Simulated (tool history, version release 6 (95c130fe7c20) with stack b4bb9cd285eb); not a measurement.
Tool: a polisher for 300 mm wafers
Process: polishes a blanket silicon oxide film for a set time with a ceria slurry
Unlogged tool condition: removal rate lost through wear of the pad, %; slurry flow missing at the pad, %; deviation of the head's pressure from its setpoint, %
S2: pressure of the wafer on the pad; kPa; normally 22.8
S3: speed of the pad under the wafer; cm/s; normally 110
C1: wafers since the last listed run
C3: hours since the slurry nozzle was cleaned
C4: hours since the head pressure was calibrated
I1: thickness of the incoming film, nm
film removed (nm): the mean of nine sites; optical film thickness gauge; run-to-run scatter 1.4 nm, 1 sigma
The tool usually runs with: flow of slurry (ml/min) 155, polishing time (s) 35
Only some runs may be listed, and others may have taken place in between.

Run 1, hour 0: usual settings; C1 0; wafers polished on this pad 341; C3 214.6; C4 895.3; I1 1804.7. Result: film removed (nm) 138.2.
Run 2, hour 9.5: usual settings; C1 88; wafers polished on this pad 429; C3 224.1; C4 904.8; I1 1821.6. Result: film removed (nm) 139.4.
Run 3, hour 25.7: usual settings but S2 18.6 kPa, S3 130 cm/s; C1 151; wafers polished on this pad 581; C3 240.3; C4 921; I1 1802. Result: film removed (nm) 138.7.
Run 4, hour 34.8: usual settings but S2 18.6 kPa, S3 130 cm/s; C1 85; wafers polished on this pad 666; C3 249.4; C4 930.1; I1 1776.6. Result: film removed (nm) 138.8.
At hour 40.5: slurry nozzle cleaned.
Run 5, hour 44.2: usual settings but S3 118 cm/s; C1 78; wafers polished on this pad 744; C3 3.7; C4 939.5; I1 1800.1. Result: film removed (nm) 158.9.
Run 6, hour 54: usual settings; C1 91; wafers polished on this pad 836; C3 13.5; C4 949.3; I1 1809.3. Result: film removed (nm) 148.1.
Run 7, hour 67.8: usual settings; C1 128; wafers polished on this pad 965; C3 27.3; C4 963.1; I1 1839.2. Result: film removed (nm) 143.4.
Run 8, hour 85.3: usual settings; C1 163; wafers polished on this pad 1128; C3 44.8; C4 980.6; I1 1814.9. Result: film removed (nm) 141.1.
Run 9, hour 120.7: usual settings; C1 330; wafers polished on this pad 1459; C3 80.2; C4 1016; I1 1814.3. Result: film removed (nm) 132.8.
At hour 125: worn pad replaced by a new one.
Run 10, hour 133.7: usual settings but flow of slurry (ml/min) 110, S3 80 cm/s; C1 84; wafers polished on this pad 81; C3 93.2; C4 1029; I1 1809.6. Result: film removed (nm) 98.
Run 11, hour 148: usual settings but flow of slurry (ml/min) 110, S3 80 cm/s; C1 133; wafers polished on this pad 214; C3 107.5; C4 1043.3; I1 1826.9. Result: film removed (nm) 97.1.
Run 12, hour 159: usual settings but flow of slurry (ml/min) 130, S2 25.5 kPa; C1 102; wafers polished on this pad 317; C3 118.5; C4 1054.3; I1 1804.9. Result: film removed (nm) 151.9.
Run 13, hour 170.8: usual settings; C1 110; wafers polished on this pad 427; C3 130.3; C4 1066.1; I1 1804.3. Result: film removed (nm) 142.2.
Run 14, hour 177.4: usual settings; C1 61; wafers polished on this pad 489; C3 136.9; C4 1072.7; I1 1845.4. Result: film removed (nm) 143.7.
Run 15, hour 188.2: usual settings; C1 100; wafers polished on this pad 590; C3 147.7; C4 1083.5; I1 1830.9. Result: film removed (nm) 140.3.
Run 16, hour 221.5: usual settings; C1 311; wafers polished on this pad 901; C3 181; C4 1116.8; I1 1811.4. Result: film removed (nm) 136.5.
Run 17, hour 230.7: usual settings; C1 85; wafers polished on this pad 987; C3 190.2; C4 1126; I1 1799.7. Result: film removed (nm) 134.5.
At hour 236.1: head pressure recalibrated.
Run 18, hour 248: usual settings but S2 26.2 kPa, S3 124 cm/s, polishing time (s) 28; C1 142; wafers polished on this pad 1130; C3 207.5; C4 11.9; I1 1841.7. Result: film removed (nm) 136.
Run 19, hour 258.7: usual settings but flow of slurry (ml/min) 180, polishing time (s) 32; C1 99; wafers polished on this pad 1230; C3 218.2; C4 22.6; I1 1785.6. Result: film removed (nm) 125.2.
At hour 271.1: worn pad replaced by a new one.
Run 20, hour 276.7: usual settings but flow of slurry (ml/min) 195, S2 25.5 kPa; C1 130; wafers polished on this pad 52; C3 236.2; C4 40.6; I1 1815.3. Result: film removed (nm) 166.6.
Run 21, hour 291.2: usual settings but flow of slurry (ml/min) 130, S3 138 cm/s; C1 135; wafers polished on this pad 187; C3 250.7; C4 55.1; I1 1832.2. Result: film removed (nm) 168.5.
Run 22, hour 299.2: usual settings; C1 74; wafers polished on this pad 262; C3 258.7; C4 63.1; I1 1822.5. Result: film removed (nm) 140.2.
At hour 306.8: slurry nozzle cleaned.
Run 23, hour 329.2: usual settings but flow of slurry (ml/min) 195; C1 270; wafers polished on this pad 533; C3 22.4; C4 93.1; I1 1778.7. Result: film removed (nm) 155.1.
Run 24, hour 341.6: usual settings but flow of slurry (ml/min) 180, S2 27.6 kPa, S3 88 cm/s, polishing time (s) 43; C1 115; wafers polished on this pad 649; C3 34.8; C4 105.5; I1 1799.3. Result: film removed (nm) 174.2.
Run 25, hour 357.2: usual settings but flow of slurry (ml/min) 170, S2 15.2 kPa, S3 142 cm/s; C1 145; wafers polished on this pad 794; C3 50.4; C4 121.1; I1 1834.4. Result: film removed (nm) 140.7.
Run 26, hour 373.1: usual settings but flow of slurry (ml/min) 115; C1 148; wafers polished on this pad 943; C3 66.3; C4 137; I1 1850.1. Result: film removed (nm) 129.3.
Run 27, hour 382.8: usual settings but S3 90 cm/s, polishing time (s) 28; C1 90; wafers polished on this pad 1034; C3 76; C4 146.7; I1 1784.5. Result: film removed (nm) 92.3.
Run 28, hour 399.2: usual settings but flow of slurry (ml/min) 185, S2 28.3 kPa, S3 130 cm/s, polishing time (s) 42; C1 153; wafers polished on this pad 1187; C3 92.4; C4 163.1; I1 1821.9. Result: film removed (nm) 241.5.
At hour 406.9: worn pad replaced by a new one.
Run 29, hour 447.2: usual settings but flow of slurry (ml/min) 120, S2 20 kPa, S3 80 cm/s; C1 411; wafers polished on this pad 376; C3 140.4; C4 211.1; I1 1783.4. Result: film removed (nm) 84.3.
Run 30, hour 462.3: usual settings but S3 76 cm/s; C1 141; wafers polished on this pad 517; C3 155.5; C4 226.2; I1 1835.9. Result: film removed (nm) 96.4.
Run 31, hour 472.2: usual settings but flow of slurry (ml/min) 135, S2 18.6 kPa, S3 90 cm/s, polishing time (s) 38; C1 92; wafers polished on this pad 610; C3 165.4; C4 236.1; I1 1815.8. Result: film removed (nm) 100.3.
Run 32, hour 486.3: usual settings but flow of slurry (ml/min) 135, S2 18.6 kPa, S3 90 cm/s, polishing time (s) 38; C1 131; wafers polished on this pad 742; C3 179.5; C4 250.2; I1 1822.1. Result: film removed (nm) 97.4.
Run 33, hour 499.3: usual settings but flow of slurry (ml/min) 190; C1 121; wafers polished on this pad 863; C3 192.5; C4 263.2; I1 1811. Result: film removed (nm) 140.3.
Run 34, hour 506.3: usual settings; C1 65; wafers polished on this pad 929; C3 199.5; C4 270.2; I1 1814.5. Result: film removed (nm) 133.7.
Run 35, hour 523.7: usual settings but S2 26.9 kPa; C1 162; wafers polished on this pad 1091; C3 216.9; C4 287.6; I1 1794.4. Result: film removed (nm) 149.4.
Run 36, hour 538: usual settings; C1 133; wafers polished on this pad 1225; C3 231.2; C4 301.9; I1 1774.6. Result: film removed (nm) 128.1.
Run 37, hour 547.7: usual settings but flow of slurry (ml/min) 190, S2 19.3 kPa, S3 136 cm/s, polishing time (s) 46; C1 90; wafers polished on this pad 1315; C3 240.9; C4 311.6; I1 1796.9. Result: film removed (nm) 194.1.
Run 38, hour 560: usual settings but flow of slurry (ml/min) 130, S2 17.2 kPa; C1 114; wafers polished on this pad 1430; C3 253.2; C4 323.9; I1 1793.8. Result: film removed (nm) 94.2.

How would selected steps in film removed (nm) from run to run divide? Give the signed amount a tool lacking its hidden state would still show from settings, what came in and random variation, and the signed amount left for the hidden state, including any gauge scatter that is not in both of the compared results.
Run 27 -> 28: flow of slurry (ml/min) 155 -> 185, S2 22.8 -> 28.3, S3 90 -> 130, polishing time (s) 28 -> 42. film removed (nm) +149.2: hidden state -22.7, all else +171.9.
Run 28 -> 29: flow of slurry (ml/min) 185 -> 120, S2 28.3 -> 20, S3 130 -> 80, polishing time (s) 42 -> 35, worn pad replaced by a new one. film removed (nm) -157.2: hidden state +21.1, all else -178.3.
Run 37 -> 38: flow of slurry (ml/min) 190 -> 130, S2 19.3 -> 17.2, S3 136 -> 110, polishing time (s) 46 -> 35. film removed (nm) -99.9: hidden state +15.2, all else -115.1.
